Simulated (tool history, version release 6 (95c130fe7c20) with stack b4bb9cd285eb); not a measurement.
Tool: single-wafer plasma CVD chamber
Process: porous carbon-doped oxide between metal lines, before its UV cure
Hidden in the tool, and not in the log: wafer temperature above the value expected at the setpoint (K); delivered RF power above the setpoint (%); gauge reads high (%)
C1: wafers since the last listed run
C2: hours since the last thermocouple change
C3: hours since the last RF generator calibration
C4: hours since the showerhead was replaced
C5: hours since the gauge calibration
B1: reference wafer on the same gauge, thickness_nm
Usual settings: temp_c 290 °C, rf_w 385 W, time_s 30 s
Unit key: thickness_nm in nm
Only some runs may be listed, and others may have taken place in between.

run 1 hour=0 | temp_c=290 rf_w=385 time_s=30 | C1=0 C2=997.7 C3=838.8 C4=4083.9 C5=278.4 | B1=163.024 | thickness_nm=141.193
run 2 hour=40 | temp_c=290 rf_w=385 time_s=30 | C1=536 C2=1037.7 C3=878.8 C4=4123.9 C5=318.4 | B1=163.108 | thickness_nm=141.461
run 3 hour=68.3 | temp_c=290 rf_w=385 time_s=30 | C1=379 C2=1066 C3=907.1 C4=4152.2 C5=346.7 | B1=162.971 | thickness_nm=141.573
run 4 hour=96.4 | temp_c=290 rf_w=415 time_s=30 | C1=377 C2=1094.1 C3=935.2 C4=4180.3 C5=374.8 | B1=163.178 | thickness_nm=150.828
run 5 hour=131.4 | temp_c=290 rf_w=415 time_s=30 | C1=469 C2=1129.1 C3=970.2 C4=4215.3 C5=409.8 | B1=162.946 | thickness_nm=152.968
run 6 hour=198.4 | temp_c=290 rf_w=415 time_s=30 | C1=899 C2=1196.1 C3=1037.2 C4=4282.3 C5=476.8 | B1=162.911 | thickness_nm=152.666
run 7 hour=228.4 | temp_c=290 rf_w=385 time_s=30 | C1=402 C2=1226.1 C3=1067.2 C4=4312.3 C5=506.8 | B1=162.949 | thickness_nm=142.52
run 8 hour=272.3 | temp_c=290 rf_w=385 time_s=30 | C1=589 C2=1270 C3=1111.1 C4=4356.2 C5=550.7 | B1=162.839 | thickness_nm=142.97
run 9 hour=326 | temp_c=290 rf_w=385 time_s=30 | C1=720 C2=1323.7 C3=1164.8 C4=4409.9 C5=604.4 | B1=163.095 | thickness_nm=143.277
run 10 hour=354.2 | temp_c=290 rf_w=425 time_s=30 | C1=378 C2=1351.9 C3=1193 C4=4438.1 C5=632.6 | B1=163.09 | thickness_nm=156.477
run 11 hour=386.7 | temp_c=290 rf_w=425 time_s=30 | C1=436 C2=1384.4 C3=1225.5 C4=4470.6 C5=665.1 | B1=162.934 | thickness_nm=155.807
run 12 hour=425.9 | temp_c=290 rf_w=425 time_s=30 | C1=526 C2=1423.6 C3=1264.7 C4=4509.8 C5=704.3 | B1=163.143 | thickness_nm=156.597
run 13 hour=457.2 | temp_c=285 rf_w=335 time_s=35.6 | C1=420 C2=1454.9 C3=1296 C4=4541.1 C5=735.6 | B1=163.078 | thickness_nm=150.58
run 14 hour=483.5 | temp_c=282 rf_w=385 time_s=25.3 | C1=352 C2=1481.2 C3=1322.3 C4=4567.4 C5=761.9 | B1=162.871 | thickness_nm=125.908

Run 15 is up next; what results do you expect?
run 15 hour=548.9 | temp_c=279 rf_w=430 time_s=30 | C1=877 C2=1546.6 C3=1387.7 C4=4632.8 C5=827.3 | B1=? | thickness_nm=?

{"run 15": {"B1": 163.08, "thickness_nm": 168.06}}
Had the tool carried no hidden state, the very same run would have given thickness_nm 162.581 nm.

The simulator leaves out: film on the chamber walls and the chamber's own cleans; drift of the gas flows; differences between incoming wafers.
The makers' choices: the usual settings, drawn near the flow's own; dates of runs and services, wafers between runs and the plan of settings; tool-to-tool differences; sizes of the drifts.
